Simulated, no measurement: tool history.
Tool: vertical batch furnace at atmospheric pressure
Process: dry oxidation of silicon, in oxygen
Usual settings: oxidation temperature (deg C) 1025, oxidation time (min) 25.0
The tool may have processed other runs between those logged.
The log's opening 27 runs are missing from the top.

run   hour  oxidation temperature (deg C)  oxidation time (min)  wafers since the last listed run  hours since the last temperature calibration  hours since the boat lift was adjusted  hours since the gauge calibration  read-back reference wafer on the same gauge, thickness  oxide thickness on the monitor wafer (angstrom)
 28  371.6                           1025                  25.0                                85                                          16.9                                  3455.8                              519.1                                                   32.37                                            357.6
     391.5  -- gauge calibrated
     405.1  -- boat lift adjusted
 29  425.8                           1001                  25.0                               353                                          71.1                                    20.7                               34.3                                                   32.30                                            292.0
 30  438.7                           1025                  25.0                               150                                          84.0                                    33.6                               47.2                                                   32.28                                            360.7
 31  449.1                           1005                  25.0                               121                                          94.4                                    44.0                               57.6                                                   32.24                                            301.5
 32  465.2                           1025                  21.5                               188                                         110.5                                    60.1                               73.7                                                   32.33                                            329.8
 33  480.1                           1031                  25.0                               174                                         125.4                                    75.0                               88.6                                                   32.28                                            381.4
 34  497.4                           1049                  31.0                               202                                         142.7                                    92.3                              105.9                                                   32.33                                            497.1
 35  512.8                           1015                  25.0                               180                                         158.1                                   107.7                              121.3                                                   32.25                                            329.1
 36  530.1                           1025                  25.0                               202                                         175.4                                   125.0                              138.6                                                   32.30                                            360.7
 37  543.4                           1000                  25.0                               155                                         188.7                                   138.3                              151.9                                                   32.28                                            287.0
 38  551.0                           1011                  13.0                                88                                         196.3                                   145.9                              159.5                                                   32.27                                            220.6
 39  565.7                           1025                  25.0                               172                                         211.0                                   160.6                              174.2                                                   32.26                                            360.7

Below are 4 alternative next runs, each starting from the tool's condition after run 39. Predict each:
  A  570.3                           1025                  25.0                                53                                         215.6                                   165.2                              178.8                                                       ?                                                ?
  B  570.3                           1035                  32.5                                53                                         215.6                                   165.2                              178.8                                                       ?                                                ?
  C  570.3                           1011                  16.0                                53                                         215.6                                   165.2                              178.8                                                       ?                                                ?
  D  570.3                           1025                  29.0                                53                                         215.6                                   165.2                              178.8                                                       ?                                                ?

run  read-back reference wafer on the same gauge, thickness  oxide thickness on the monitor wafer (angstrom)
  A                                                   32.30                                            360.6
  B                                                   32.30                                            459.1
  C                                                   32.30                                            249.5
  D                                                   32.30                                            393.0
With no hidden state in the tool, these same runs would have given:
run  oxide thickness on the monitor wafer (angstrom)
  A                                            360.6
  B                                            459.1
  C                                            249.5
  D                                            393.0

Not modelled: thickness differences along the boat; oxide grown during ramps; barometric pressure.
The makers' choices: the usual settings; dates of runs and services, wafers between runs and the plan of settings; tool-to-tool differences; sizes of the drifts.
